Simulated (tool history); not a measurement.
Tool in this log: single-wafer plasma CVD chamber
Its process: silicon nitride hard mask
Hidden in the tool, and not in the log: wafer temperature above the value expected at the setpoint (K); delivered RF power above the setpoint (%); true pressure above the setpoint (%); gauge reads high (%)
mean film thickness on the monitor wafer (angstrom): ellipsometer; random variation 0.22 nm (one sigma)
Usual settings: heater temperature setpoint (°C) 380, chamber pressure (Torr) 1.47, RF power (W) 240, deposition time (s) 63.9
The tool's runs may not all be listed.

run,hour,heater temperature setpoint (°C),chamber pressure (Torr),RF power (W),deposition time (s),wafers since the last listed run,hours since the last thermocouple change,hours since the last RF generator calibration,hours since the last manometer calibration,hours since the showerhead was replaced,hours since the gauge calibration,"read-back reference wafer on the same gauge, thickness_nm",mean film thickness on the monitor wafer (angstrom)
1,0.0,380,1.47,240,63.9,0,387.1,2086.7,339.9,1954.3,297.1,52.607,582.38
2,26.6,380,1.47,240,63.9,711,413.7,2113.3,366.5,1980.9,323.7,52.686,582.41
3,44.2,380,1.47,240,63.9,470,431.3,2130.9,384.1,1998.5,341.3,52.627,581.62
4,76.1,380,1.47,240,63.9,853,463.2,2162.8,416.0,2030.4,373.2,52.713,581.63
5,96.1,385,1.47,240,63.9,535,483.2,2182.8,436.0,2050.4,393.2,52.723,581.86
6,122.2,385,1.47,240,63.9,698,509.3,2208.9,462.1,2076.5,419.3,52.728,580.27
7,157.0,385,1.47,240,63.9,931,544.1,2243.7,496.9,2111.3,454.1,52.686,584.21
8,174.8,380,1.47,275,63.9,476,561.9,2261.5,514.7,2129.1,471.9,52.690,665.03
9,234.0,380,1.47,275,63.9,1584,621.1,2320.7,573.9,2188.3,531.1,52.748,663.72
10,266.4,380,1.47,275,63.9,867,653.5,2353.1,606.3,2220.7,563.5,52.684,665.48
11,291.0,374,1.47,240,58.0,658,678.1,2377.7,630.9,2245.3,588.1,52.684,532.28
12,306.5,380,1.47,240,69.6,414,693.6,2393.2,646.4,2260.8,603.6,52.755,640.02
13,320.4,380,1.47,240,69.6,371,707.5,2407.1,660.3,2274.7,617.5,52.729,636.96
# hour 355.0: showerhead replaced
14,355.5,380,1.47,240,63.9,725,742.6,2442.2,695.4,0.5,652.6,52.669,588.73
15,383.9,370,1.83,240,58.6,759,771.0,2470.6,723.8,28.9,681.0,52.759,572.40
16,419.1,366,1.47,265,63.9,941,806.2,2505.8,759.0,64.1,716.2,52.741,648.21
17,442.6,374,1.47,240,58.0,628,829.7,2529.3,782.5,87.6,739.7,52.630,533.42
# hour 452.1: RF generator calibrated
18,461.0,380,1.47,240,63.9,278,848.1,8.9,800.9,106.0,758.1,52.668,637.01
# hour 471.1: gauge calibrated
19,493.7,380,1.47,200,67.6,875,880.8,41.6,833.6,138.7,22.6,52.686,558.65
20,520.8,373,1.47,240,63.9,725,907.9,68.7,860.7,165.8,49.7,52.698,634.83
21,537.8,367,1.47,240,74.1,454,924.9,85.7,877.7,182.8,66.7,52.699,738.32
# hour 547.8: capacitance manometer re-zeroed and calibrated
# hour 551.0: thermocouple changed; heater temperature recalibrated
22,554.3,380,1.47,240,63.9,142,3.3,102.2,6.5,199.3,83.2,52.682,617.48
23,584.6,366,1.80,240,63.9,810,33.6,132.5,36.8,229.6,113.5,52.719,656.38
24,600.5,386,1.47,240,63.9,425,49.5,148.4,52.7,245.5,129.4,52.705,613.38
25,618.9,380,1.47,225,73.9,492,67.9,166.8,71.1,263.9,147.8,52.740,669.18

Run 26 is up next; what results do you expect?
26,679.4,384,1.18,265,68.0,1618,128.4,227.3,131.6,324.4,208.3,?,?

read-back reference wafer on the same gauge, thickness_nm: 52.793
mean film thickness on the monitor wafer (angstrom): 670.87
Minus the tool's unlogged condition, the same run would have read mean film thickness on the monitor wafer (angstrom) 686.71.
